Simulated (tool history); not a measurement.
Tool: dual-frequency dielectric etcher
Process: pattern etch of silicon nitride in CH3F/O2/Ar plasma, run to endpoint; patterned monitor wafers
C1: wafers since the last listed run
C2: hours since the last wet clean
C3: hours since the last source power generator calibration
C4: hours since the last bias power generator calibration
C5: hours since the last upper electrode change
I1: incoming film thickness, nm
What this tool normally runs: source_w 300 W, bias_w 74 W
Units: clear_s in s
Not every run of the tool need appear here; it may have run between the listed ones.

Run 1, hour 0: usual settings but source_w 330 W; C1 0; C2 268.5; C3 3386.3; C4 3528.4; C5 3829.8; I1 57.9. Result: clear_s 86.7 s.
Run 2, hour 63.6: usual settings; C1 395; C2 332.1; C3 3449.9; C4 3592; C5 3893.4; I1 57.6. Result: clear_s 88.5 s.
At hour 137.2: wet clean of the chamber.
Run 3, hour 137.7: usual settings; C1 311; C2 0.5; C3 3524; C4 3666.1; C5 3967.5; I1 57.8. Result: clear_s 86.4 s.
Run 4, hour 228: usual settings; C1 561; C2 90.8; C3 3614.3; C4 3756.4; C5 4057.8; I1 57.9. Result: clear_s 87.8 s.
Run 5, hour 284.2: usual settings; C1 349; C2 147; C3 3670.5; C4 3812.6; C5 4114; I1 57.5. Result: clear_s 87.6 s.
Run 6, hour 385.9: usual settings; C1 632; C2 248.7; C3 3772.2; C4 3914.3; C5 4215.7; I1 57.8. Result: clear_s 88.8 s.
Run 7, hour 434.4: usual settings; C1 301; C2 297.2; C3 3820.7; C4 3962.8; C5 4264.2; I1 57.6. Result: clear_s 89 s.
At hour 483.4: wet clean of the chamber.
Run 8, hour 486.3: usual settings; C1 173; C2 2.9; C3 3872.6; C4 4014.7; C5 4316.1; I1 58. Result: clear_s 87.5 s.
Run 9, hour 553.9: usual settings but source_w 370 W, bias_w 86 W; C1 420; C2 70.5; C3 3940.2; C4 4082.3; C5 4383.7; I1 58.2. Result: clear_s 78.1 s.
Run 10, hour 638.8: usual settings but source_w 330 W, bias_w 63 W; C1 527; C2 155.4; C3 4025.1; C4 4167.2; C5 4468.6; I1 57.8. Result: clear_s 93.6 s.
At hour 667: upper electrode replaced.
Run 11, hour 676.7: usual settings but source_w 380 W, bias_w 63 W; C1 86; C2 193.3; C3 4063; C4 4205.1; C5 9.7; I1 57.3. Result: clear_s 90.2 s.
At hour 752.4: bias power generator calibrated.
Run 12, hour 752.9: usual settings; C1 448; C2 269.5; C3 4139.2; C4 0.5; C5 85.9; I1 57.7. Result: clear_s 89.1 s.
At hour 788.2: source power generator calibrated.
Run 13, hour 854.8: usual settings but source_w 230 W, bias_w 61 W; C1 608; C2 371.4; C3 66.6; C4 102.4; C5 187.8; I1 57.8. Result: clear_s 104.8 s.
At hour 915.9: wet clean of the chamber.
Run 14, hour 954.9: usual settings but source_w 230 W, bias_w 65 W; C1 472; C2 39; C3 166.7; C4 202.5; C5 287.9; I1 57.7. Result: clear_s 98.6 s.
Run 15, hour 1066.9: usual settings but bias_w 56 W; C1 696; C2 151; C3 278.7; C4 314.5; C5 399.9; I1 57.6. Result: clear_s 101.4 s.
Run 16, hour 1106.2: usual settings but source_w 230 W, bias_w 60 W; C1 244; C2 190.3; C3 318; C4 353.8; C5 439.2; I1 57.8. Result: clear_s 104.7 s.

Here are 3 independent what-if runs from the current tool condition. What would each one return?
Run A, hour 1106.6: usual settings; C1 2; C2 190.7; C3 318.4; C4 354.2; C5 439.6; I1 57.7. Result: clear_s ?.
Run B, hour 1106.6: usual settings but source_w 280 W, bias_w 79 W; C1 2; C2 190.7; C3 318.4; C4 354.2; C5 439.6; I1 57.7. Result: clear_s ?.
Run C, hour 1106.6: usual settings but source_w 370 W, bias_w 89 W; C1 2; C2 190.7; C3 318.4; C4 354.2; C5 439.6; I1 57.7. Result: clear_s ?.

run  clear_s
  A     89.1
  B     87.5
  C     77.4
What these runs would have given with no unlogged condition in the tool:
run  clear_s
  A     87.3
  B     85.8
  C     75.9
